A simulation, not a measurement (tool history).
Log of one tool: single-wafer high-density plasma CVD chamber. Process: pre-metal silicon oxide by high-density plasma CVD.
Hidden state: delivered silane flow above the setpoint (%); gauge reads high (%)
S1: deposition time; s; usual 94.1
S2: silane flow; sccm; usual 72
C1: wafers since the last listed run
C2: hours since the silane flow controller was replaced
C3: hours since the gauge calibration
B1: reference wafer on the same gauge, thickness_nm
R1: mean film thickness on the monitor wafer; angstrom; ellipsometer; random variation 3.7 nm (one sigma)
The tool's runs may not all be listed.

run 1 hour=0.0 | S1=104.9 S2=72 | C1=0 C2=1603.0 C3=285.6 | B1=699.997 | R1=7957.40
run 2 hour=28.5 | S1=104.9 S2=72 | C1=344 C2=1631.5 C3=314.1 | B1=699.232 | R1=8034.65
run 3 hour=85.9 | S1=104.9 S2=72 | C1=693 C2=1688.9 C3=371.5 | B1=700.328 | R1=7948.64
run 4 hour=148.6 | S1=94.1 S2=72 | C1=757 C2=1751.6 C3=434.2 | B1=702.242 | R1=7141.34
run 5 hour=216.2 | S1=94.1 S2=72 | C1=816 C2=1819.2 C3=501.8 | B1=702.565 | R1=7152.11
run 6 hour=287.9 | S1=94.1 S2=72 | C1=866 C2=1890.9 C3=573.5 | B1=704.593 | R1=7196.21
run 7 hour=314.5 | S1=89.6 S2=72 | C1=321 C2=1917.5 C3=600.1 | B1=703.185 | R1=6820.79
run 8 hour=377.2 | S1=89.6 S2=72 | C1=757 C2=1980.2 C3=662.8 | B1=705.578 | R1=6868.55
run 9 hour=413.6 | S1=89.6 S2=72 | C1=439 C2=2016.6 C3=699.2 | B1=706.228 | R1=6837.33
run 10 hour=439.1 | S1=94.1 S2=68 | C1=308 C2=2042.1 C3=724.7 | B1=708.279 | R1=6869.86
run 11 hour=499.0 | S1=94.1 S2=68 | C1=723 C2=2102.0 C3=784.6 | B1=708.825 | R1=6899.44
run 12 hour=524.0 | S1=94.1 S2=77 | C1=302 C2=2127.0 C3=809.6 | B1=707.131 | R1=7661.96
run 13 hour=736.8 | S1=94.1 S2=77 | C1=2570 C2=2339.8 C3=1022.4 | B1=715.511 | R1=7717.22
run 14 hour=775.8 | S1=94.1 S2=77 | C1=471 C2=2378.8 C3=1061.4 | B1=718.153 | R1=7657.13
run 15 hour=801.4 | S1=94.1 S2=72 | C1=309 C2=2404.4 C3=1087.0 | B1=716.857 | R1=7270.51
run 16 hour=843.5 | S1=94.1 S2=72 | C1=508 C2=2446.5 C3=1129.1 | B1=719.313 | R1=7300.35
run 17 hour=889.6 | S1=94.1 S2=72 | C1=556 C2=2492.6 C3=1175.2 | B1=721.552 | R1=7291.73
-- hour=898.3 silane flow controller replaced
run 18 hour=914.5 | S1=94.1 S2=72 | C1=204 C2=16.2 C3=1200.1 | B1=720.703 | R1=7351.25
run 19 hour=972.9 | S1=85.6 S2=72 | C1=705 C2=74.6 C3=1258.5 | B1=723.857 | R1=6708.07
run 20 hour=1012.1 | S1=85.6 S2=72 | C1=473 C2=113.8 C3=1297.7 | B1=725.931 | R1=6700.75
run 21 hour=1059.9 | S1=94.1 S2=72 | C1=577 C2=161.6 C3=1345.5 | B1=728.525 | R1=7357.01
run 22 hour=1125.5 | S1=106.7 S2=68 | C1=792 C2=227.2 C3=1411.1 | B1=730.717 | R1=8010.01
run 23 hour=1152.3 | S1=87.9 S2=68 | C1=323 C2=254.0 C3=1437.9 | B1=732.674 | R1=6657.24
-- hour=1205.7 gauge calibrated
run 24 hour=1218.5 | S1=94.1 S2=72 | C1=799 C2=320.2 C3=12.8 | B1=703.112 | R1=7097.55
run 25 hour=1274.5 | S1=100.1 S2=72 | C1=676 C2=376.2 C3=68.8 | B1=703.530 | R1=7617.02
run 26 hour=1309.2 | S1=94.1 S2=72 | C1=419 C2=410.9 C3=103.5 | B1=704.292 | R1=7117.39
run 27 hour=1356.7 | S1=99.4 S2=72 | C1=573 C2=458.4 C3=151.0 | B1=703.628 | R1=7602.17
run 28 hour=1418.5 | S1=110.7 S2=64 | C1=746 C2=520.2 C3=212.8 | B1=704.360 | R1=7651.11
run 29 hour=1469.9 | S1=76.6 S2=85 | C1=621 C2=571.6 C3=264.2 | B1=703.380 | R1=6741.50
run 30 hour=1512.9 | S1=94.1 S2=72 | C1=519 C2=614.6 C3=307.2 | B1=704.097 | R1=7199.89
run 31 hour=1559.2 | S1=84.9 S2=84 | C1=559 C2=660.9 C3=353.5 | B1=705.360 | R1=7419.76
run 32 hour=1616.7 | S1=94.1 S2=72 | C1=694 C2=718.4 C3=411.0 | B1=706.039 | R1=7151.69
run 33 hour=1646.2 | S1=99.5 S2=72 | C1=356 C2=747.9 C3=440.5 | B1=705.729 | R1=7565.40
run 34 hour=1814.5 | S1=76.0 S2=72 | C1=2033 C2=916.2 C3=608.8 | B1=709.883 | R1=5878.95
run 35 hour=1875.1 | S1=105.7 S2=58 | C1=732 C2=976.8 C3=669.4 | B1=709.236 | R1=6797.15
run 36 hour=1930.2 | S1=84.5 S2=78 | C1=665 C2=1031.9 C3=724.5 | B1=712.079 | R1=6987.48
run 37 hour=1980.5 | S1=78.3 S2=64 | C1=607 C2=1082.2 C3=774.8 | B1=711.471 | R1=5470.76
run 38 hour=2044.1 | S1=94.1 S2=72 | C1=768 C2=1145.8 C3=838.4 | B1=715.603 | R1=7254.02
run 39 hour=2111.6 | S1=83.6 S2=76 | C1=815 C2=1213.3 C3=905.9 | B1=715.817 | R1=6780.50
run 40 hour=2170.6 | S1=94.1 S2=72 | C1=712 C2=1272.3 C3=964.9 | B1=717.545 | R1=7342.11
run 41 hour=2205.1 | S1=108.5 S2=85 | C1=416 C2=1306.8 C3=999.4 | B1=718.407 | R1=9742.16
run 42 hour=2270.7 | S1=109.1 S2=59 | C1=792 C2=1372.4 C3=1065.0 | B1=721.077 | R1=7214.84
run 43 hour=2309.9 | S1=102.8 S2=66 | C1=473 C2=1411.6 C3=1104.2 | B1=723.551 | R1=7446.10

What the log doesn't show, run by run:
delivered silane flow above the setpoint (%): 0 in every run
H1: gauge reads high (%)
run=1 H1=-0.178
run=2 H1=-0.139
run=3 H1=-0.0487
run=4 H1=0.0668
run=5 H1=0.211
run=6 H1=0.388
run=7 H1=0.459
run=8 H1=0.64
run=9 H1=0.753
run=10 H1=0.836
run=11 H1=1.04
run=12 H1=1.13
run=13 H1=2.03
run=14 H1=2.21
run=15 H1=2.34
run=16 H1=2.55
run=17 H1=2.79
run=18 H1=2.93
run=19 H1=3.26
run=20 H1=3.49
run=21 H1=3.77
run=22 H1=4.19
run=23 H1=4.36
run=24 H1=0.279
run=25 H1=0.29
run=26 H1=0.304
run=27 H1=0.331
run=28 H1=0.383
run=29 H1=0.439
run=30 H1=0.495
run=31 H1=0.565
run=32 H1=0.665
run=33 H1=0.723
run=34 H1=1.13
run=35 H1=1.3
run=36 H1=1.48
run=37 H1=1.65
run=38 H1=1.89
run=39 H1=2.16
run=40 H1=2.41
run=41 H1=2.56
run=42 H1=2.87
run=43 H1=3.07
